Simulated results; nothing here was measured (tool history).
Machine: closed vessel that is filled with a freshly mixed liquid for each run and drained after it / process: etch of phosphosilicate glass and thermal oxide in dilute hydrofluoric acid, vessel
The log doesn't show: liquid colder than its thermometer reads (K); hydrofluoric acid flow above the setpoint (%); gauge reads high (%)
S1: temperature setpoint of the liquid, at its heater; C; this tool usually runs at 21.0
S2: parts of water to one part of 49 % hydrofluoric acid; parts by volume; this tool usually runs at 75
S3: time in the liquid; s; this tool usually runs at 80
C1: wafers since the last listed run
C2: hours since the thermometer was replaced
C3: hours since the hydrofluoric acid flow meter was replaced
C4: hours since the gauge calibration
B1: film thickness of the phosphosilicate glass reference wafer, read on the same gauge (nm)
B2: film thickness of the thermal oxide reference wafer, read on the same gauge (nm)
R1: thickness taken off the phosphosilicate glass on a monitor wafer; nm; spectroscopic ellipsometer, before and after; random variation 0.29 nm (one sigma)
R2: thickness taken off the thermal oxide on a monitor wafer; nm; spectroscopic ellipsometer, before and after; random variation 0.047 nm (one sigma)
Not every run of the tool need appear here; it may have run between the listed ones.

Run 1, hour 0.0: usual settings; C1 0; C2 834.3; C3 14.6; C4 232.9; B1 29.60; B2 29.617. Result: R1 59.65 nm, R2 4.913 nm.
At hour 12.8: thermometer replaced.
Run 2, hour 63.1: usual settings; C1 9225; C2 50.3; C3 77.7; C4 296.0; B1 29.51; B2 29.511. Result: R1 59.39 nm, R2 4.903 nm.
Run 3, hour 88.3: usual settings; C1 3743; C2 75.5; C3 102.9; C4 321.2; B1 29.49; B2 29.463. Result: R1 59.16 nm, R2 4.864 nm.
Run 4, hour 128.1: usual settings but S1 24.0 C, S2 100 parts by volume; C1 5912; C2 115.3; C3 142.7; C4 361.0; B1 29.43; B2 29.434. Result: R1 48.96 nm, R2 4.024 nm.
Run 5, hour 172.5: usual settings but S2 85 parts by volume; C1 6596; C2 159.7; C3 187.1; C4 405.4; B1 29.38; B2 29.401. Result: R1 51.72 nm, R2 4.274 nm.
Run 6, hour 209.5: usual settings; C1 5496; C2 196.7; C3 224.1; C4 442.4; B1 29.36; B2 29.356. Result: R1 59.43 nm, R2 4.819 nm.
Run 7, hour 251.2: usual settings but S2 100 parts by volume, S3 125 s; C1 6194; C2 238.4; C3 265.8; C4 484.1; B1 29.33; B2 29.300. Result: R1 67.37 nm, R2 5.582 nm.
Run 8, hour 309.4: usual settings but S1 25.0 C, S2 100 parts by volume, S3 100 s; C1 8646; C2 296.6; C3 324.0; C4 542.3; B1 29.28; B2 29.281. Result: R1 63.54 nm, R2 5.239 nm.
Run 9, hour 361.7: usual settings but S1 17.0 C, S2 85 parts by volume, S3 45 s; C1 7769; C2 348.9; C3 376.3; C4 594.6; B1 29.22; B2 29.210. Result: R1 24.44 nm, R2 2.021 nm.
Run 10, hour 397.0: usual settings but S3 60 s; C1 5244; C2 384.2; C3 411.6; C4 629.9; B1 29.20; B2 29.206. Result: R1 44.25 nm, R2 3.676 nm.
Run 11, hour 449.7: usual settings but S1 18.0 C, S2 95 parts by volume; C1 7829; C2 436.9; C3 464.3; C4 682.6; B1 29.17; B2 29.160. Result: R1 40.12 nm, R2 3.298 nm.
Run 12, hour 473.9: usual settings but S1 24.0 C, S3 125 s; C1 3595; C2 461.1; C3 488.5; C4 706.8; B1 29.16; B2 29.174. Result: R1 104.83 nm, R2 8.535 nm.
Run 13, hour 504.3: usual settings but S1 18.5 C, S2 55 parts by volume; C1 4516; C2 491.5; C3 518.9; C4 737.2; B1 29.15; B2 29.137. Result: R1 73.37 nm, R2 6.131 nm.

What does the tool deliver on the next run?
Run 14, hour 553.8: usual settings; C1 7353; C2 541.0; C3 568.4; C4 786.7; B1 ?; B2 ?. Result: R1 ?, R2 ?.

B1: 29.13
B2: 29.115
R1: 58.84 nm
R2: 4.826 nm
With the hidden condition absent and the run-to-run variation left alone, this run would have shown R1 60.61 nm, R2 4.972 nm.

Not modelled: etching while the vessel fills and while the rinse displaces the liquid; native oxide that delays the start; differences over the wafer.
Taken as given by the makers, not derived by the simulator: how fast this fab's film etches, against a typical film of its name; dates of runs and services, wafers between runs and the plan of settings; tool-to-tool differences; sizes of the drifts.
